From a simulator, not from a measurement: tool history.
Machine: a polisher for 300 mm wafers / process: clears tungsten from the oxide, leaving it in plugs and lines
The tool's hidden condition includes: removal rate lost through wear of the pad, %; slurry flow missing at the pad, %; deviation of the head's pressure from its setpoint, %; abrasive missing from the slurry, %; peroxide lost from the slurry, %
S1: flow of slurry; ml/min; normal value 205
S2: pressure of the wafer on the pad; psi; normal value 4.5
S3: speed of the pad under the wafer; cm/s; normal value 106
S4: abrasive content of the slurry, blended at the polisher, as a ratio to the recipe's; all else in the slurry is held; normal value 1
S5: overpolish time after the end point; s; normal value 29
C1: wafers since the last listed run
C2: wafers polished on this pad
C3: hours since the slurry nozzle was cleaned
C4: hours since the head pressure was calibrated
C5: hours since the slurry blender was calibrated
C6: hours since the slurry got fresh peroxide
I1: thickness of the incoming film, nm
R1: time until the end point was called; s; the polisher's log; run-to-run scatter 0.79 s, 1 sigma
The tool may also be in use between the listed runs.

| run | hour | S1 | S2 | S3 | S4 | S5 | C1 | C2 | C3 | C4 | C5 | C6 | I1 | R1 |
|---|---|---|---|---|---|---|---|---|---|---|---|---|---|---|
| 1 | 0 | 205 | 5.4 | 106 | 1 | 29 | 0 | 282 | 110 | 551 | 71.1 | 134.6 | 517.5 | 59.2 |
|  | 126.9 | slurry nozzle cleaned |
|  | 135.7 | slurry tank refilled with fresh slurry and peroxide |
|  | 159.8 | slurry blender recalibrated |
| 2 | 183.8 | 205 | 4.5 | 106 | 1 | 29 | 966 | 1248 | 56.9 | 734.8 | 24 | 48.1 | 518 | 70 |
|  | 214.3 | worn pad replaced by a new one |
| 3 | 284.2 | 205 | 4.5 | 106 | 1 | 29 | 518 | 375 | 157.3 | 835.2 | 124.4 | 148.5 | 517.9 | 70.2 |
| 4 | 326.6 | 205 | 4.5 | 106 | 1 | 29 | 227 | 603 | 199.7 | 877.6 | 166.8 | 190.9 | 528.1 | 72.9 |
| 5 | 374.6 | 205 | 4.5 | 106 | 1 | 29 | 257 | 861 | 247.7 | 925.6 | 214.8 | 238.9 | 512.4 | 70.4 |
|  | 388.2 | slurry nozzle cleaned |
|  | 400.2 | slurry tank refilled with fresh slurry and peroxide |
|  | 401.2 | head pressure recalibrated |
| 6 | 421.3 | 205 | 4.5 | 106 | 1 | 29 | 234 | 1096 | 33.1 | 20.1 | 261.5 | 21.1 | 523.4 | 74.8 |
|  | 441.9 | slurry blender recalibrated |
|  | 488.1 | worn pad replaced by a new one |
| 7 | 512 | 205 | 4.5 | 106 | 1 | 29 | 455 | 128 | 123.8 | 110.8 | 70.1 | 111.8 | 516.2 | 69.5 |
| 8 | 539.2 | 205 | 4.5 | 106 | 1 | 29 | 146 | 274 | 151 | 138 | 97.3 | 139 | 525 | 70.5 |
| 9 | 582.9 | 205 | 4.5 | 106 | 1 | 29 | 234 | 509 | 194.7 | 181.7 | 141 | 182.7 | 524.8 | 72.8 |
| 10 | 613.1 | 205 | 4.5 | 106 | 1 | 29 | 162 | 671 | 224.9 | 211.9 | 171.2 | 212.9 | 517.1 | 72 |
|  | 650.6 | slurry nozzle cleaned |
|  | 653.4 | slurry tank refilled with fresh slurry and peroxide |
| 11 | 671.2 | 205 | 4.5 | 106 | 1 | 29 | 301 | 972 | 20.6 | 270 | 229.3 | 17.8 | 521.3 | 74.1 |
|  | 724.7 | slurry blender recalibrated |
| 12 | 728.9 | 205 | 4.5 | 132 | 1.25 | 29 | 299 | 1272 | 78.3 | 327.7 | 4.2 | 75.5 | 513.6 | 55 |
|  | 739.2 | worn pad replaced by a new one |
| 13 | 765.8 | 205 | 4.5 | 106 | 1 | 29 | 176 | 143 | 115.2 | 364.6 | 41.1 | 112.4 | 520.2 | 69.7 |
| 14 | 795.5 | 205 | 4.5 | 106 | 1 | 29 | 159 | 302 | 144.9 | 394.3 | 70.8 | 142.1 | 519.2 | 70.7 |
| 15 | 829.6 | 205 | 4.9 | 106 | 1 | 29 | 183 | 486 | 179 | 428.4 | 104.9 | 176.2 | 524 | 66.3 |
| 16 | 876.4 | 155 | 5.5 | 82 | 1 | 17 | 251 | 737 | 225.8 | 475.2 | 151.7 | 223 | 523.1 | 80.4 |
|  | 896.2 | slurry tank refilled with fresh slurry and peroxide |
|  | 922.8 | slurry nozzle cleaned |
| 17 | 942.2 | 205 | 4.5 | 106 | 1 | 29 | 342 | 1080 | 19.4 | 541 | 217.5 | 46 | 519.5 | 73.6 |
| 18 | 993.4 | 205 | 3.4 | 80 | 1 | 29 | 275 | 1355 | 70.6 | 592.2 | 268.7 | 97.2 | 514.7 | 120.4 |
|  | 1003.6 | slurry blender recalibrated |
|  | 1011.6 | worn pad replaced by a new one |
| 19 | 1038.7 | 230 | 4.5 | 106 | 1 | 19 | 211 | 145 | 115.9 | 637.5 | 35.1 | 142.5 | 524.6 | 69.3 |
| 20 | 1092.8 | 205 | 4.5 | 106 | 1.25 | 29 | 290 | 436 | 170 | 691.6 | 89.2 | 196.6 | 517.5 | 68.3 |
| 21 | 1148.1 | 205 | 4.5 | 106 | 1 | 29 | 297 | 733 | 225.3 | 746.9 | 144.5 | 251.9 | 518.2 | 71.2 |
|  | 1161.6 | head pressure recalibrated |
|  | 1177.1 | slurry nozzle cleaned |
|  | 1189.4 | slurry tank refilled with fresh slurry and peroxide |
| 22 | 1216.8 | 205 | 4.5 | 132 | 0.85 | 23 | 347 | 1081 | 39.7 | 55.2 | 213.2 | 27.4 | 523.2 | 62.5 |
|  | 1284.3 | slurry blender recalibrated |
| 23 | 1285.5 | 205 | 4.5 | 90 | 1 | 29 | 358 | 1439 | 108.4 | 123.9 | 1.2 | 96.1 | 521 | 80 |

Each row is a separate what-if for the run after 23, all from the same tool condition, not one after another. Results?
| A | 1286 | 205 | 4.5 | 106 | 1 | 29 | 2 | 1442 | 108.9 | 124.4 | 1.7 | 96.6 | 524.1 | ? |
| B | 1286 | 145 | 4.1 | 106 | 1 | 22 | 2 | 1442 | 108.9 | 124.4 | 1.7 | 96.6 | 524.1 | ? |
| C | 1286 | 270 | 4.1 | 106 | 1 | 29 | 2 | 1442 | 108.9 | 124.4 | 1.7 | 96.6 | 524.1 | ? |
| D | 1286 | 185 | 4.5 | 106 | 0.75 | 23 | 2 | 1442 | 108.9 | 124.4 | 1.7 | 96.6 | 524.1 | ? |

| run | R1 |
|---|---|
| A | 71 |
| B | 82.1 |
| C | 74.7 |
| D | 75.1 |
Without the tool's unlogged condition, the same runs would have read:
| run | R1 |
|---|---|
| A | 70.3 |
| B | 81.2 |
| C | 73.9 |
| D | 74.3 |
